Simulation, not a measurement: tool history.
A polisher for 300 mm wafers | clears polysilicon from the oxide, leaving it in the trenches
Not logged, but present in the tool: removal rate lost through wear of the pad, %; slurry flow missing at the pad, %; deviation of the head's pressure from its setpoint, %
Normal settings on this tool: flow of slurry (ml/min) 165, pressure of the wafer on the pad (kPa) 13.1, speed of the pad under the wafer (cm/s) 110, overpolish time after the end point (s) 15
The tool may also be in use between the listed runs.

run	hour	flow of slurry (ml/min)	pressure of the wafer on the pad (kPa)	speed of the pad under the wafer (cm/s)	overpolish time after the end point (s)	wafers since the last listed run	wafers polished on this pad	hours since the slurry nozzle was cleaned	hours since the head pressure was calibrated	incoming thickness of the incoming film, nm	time until the end point was called (s)
1	0.0	165	13.1	110	15	0	19	168.3	492.2	456.8	37.6
2	13.9	205	13.1	110	15	125	144	182.2	506.1	452.2	37.0
# hour 19.8: head pressure recalibrated
3	20.5	205	13.1	110	15	41	186	188.8	0.7	455.7	37.4
4	30.5	165	15.9	110	18	90	276	198.8	10.7	459.4	33.7
5	47.5	165	11.7	110	15	153	429	215.8	27.7	461.0	46.0
6	56.5	165	11.7	110	15	81	511	224.8	36.7	466.1	47.1
7	67.3	165	11.7	88	15	97	608	235.6	47.5	466.7	59.6
8	74.3	165	11.7	88	15	63	671	242.6	54.5	455.1	56.3
9	91.7	165	13.1	110	15	157	828	260.0	71.9	456.5	43.1
10	101.4	165	13.1	110	15	87	916	269.7	81.6	463.6	42.5
11	115.3	165	13.1	110	15	125	1041	283.6	95.5	461.1	42.6
12	130.3	165	13.1	110	15	135	1177	298.6	110.5	453.6	42.3
13	144.2	165	13.1	110	15	125	1302	312.5	124.4	452.7	42.8
# hour 153.5: worn pad replaced by a new one
14	156.6	200	11.7	110	15	75	27	324.9	136.8	456.4	39.8
15	169.2	150	16.5	110	15	113	141	337.5	149.4	465.7	32.7
16	178.5	165	13.1	110	15	83	225	346.8	158.7	452.3	40.3
17	185.9	165	17.9	130	15	66	292	354.2	166.1	455.8	25.8
18	203.1	165	13.1	100	12	155	447	371.4	183.3	462.4	45.5
# hour 213.1: slurry nozzle cleaned
19	216.1	135	9.7	76	15	108	555	3.0	196.3	461.6	85.8
20	224.1	165	13.1	110	15	72	628	11.0	204.3	461.3	42.4
21	240.8	205	9.0	130	9	150	778	27.7	221.0	454.6	49.1
22	258.3	165	13.1	110	15	157	936	45.2	238.5	453.7	42.9
23	264.4	150	13.1	96	15	55	991	51.3	244.6	458.4	50.2
24	271.0	125	15.9	110	15	59	1051	57.9	251.2	458.8	38.4
25	278.0	220	15.9	136	15	63	1114	64.9	258.2	453.9	27.9
# hour 285.1: worn pad replaced by a new one
26	288.6	165	13.1	110	15	59	31	75.5	268.8	463.4	38.0
27	296.0	135	13.1	100	15	66	97	82.9	276.2	462.5	45.4
28	304.2	165	13.1	110	15	74	171	91.1	284.4	459.1	39.7
29	320.1	165	9.0	110	15	143	315	107.0	300.3	458.4	57.4
30	333.3	215	13.1	110	15	119	434	120.2	313.5	456.9	39.7
31	346.4	135	13.1	110	11	118	552	133.3	326.6	464.1	43.6
32	363.1	165	13.1	110	15	150	703	150.0	343.3	461.0	41.7
33	371.7	165	13.1	110	15	77	781	158.6	351.9	455.3	42.1
34	387.4	165	13.1	110	10	141	922	174.3	367.6	455.1	42.0

5 options for the next run, each taken on its own from the tool as it stands now. Forecast them:
A	387.8	200	13.1	110	15	3	926	174.7	368.0	456.6	?
B	387.8	165	15.2	110	12	3	926	174.7	368.0	456.6	?
C	387.8	200	15.9	94	9	3	926	174.7	368.0	456.6	?
D	387.8	185	11.7	96	7	3	926	174.7	368.0	456.6	?
E	387.8	185	16.5	110	9	3	926	174.7	368.0	456.6	?

run	time until the end point was called (s)
A	41.6
B	37.4
C	40.8
D	53.4
E	33.9
Without the tool's unlogged condition, the same runs would have read:
run	time until the end point was called (s)
A	36.7
B	33.0
C	35.9
D	47.0
E	29.8

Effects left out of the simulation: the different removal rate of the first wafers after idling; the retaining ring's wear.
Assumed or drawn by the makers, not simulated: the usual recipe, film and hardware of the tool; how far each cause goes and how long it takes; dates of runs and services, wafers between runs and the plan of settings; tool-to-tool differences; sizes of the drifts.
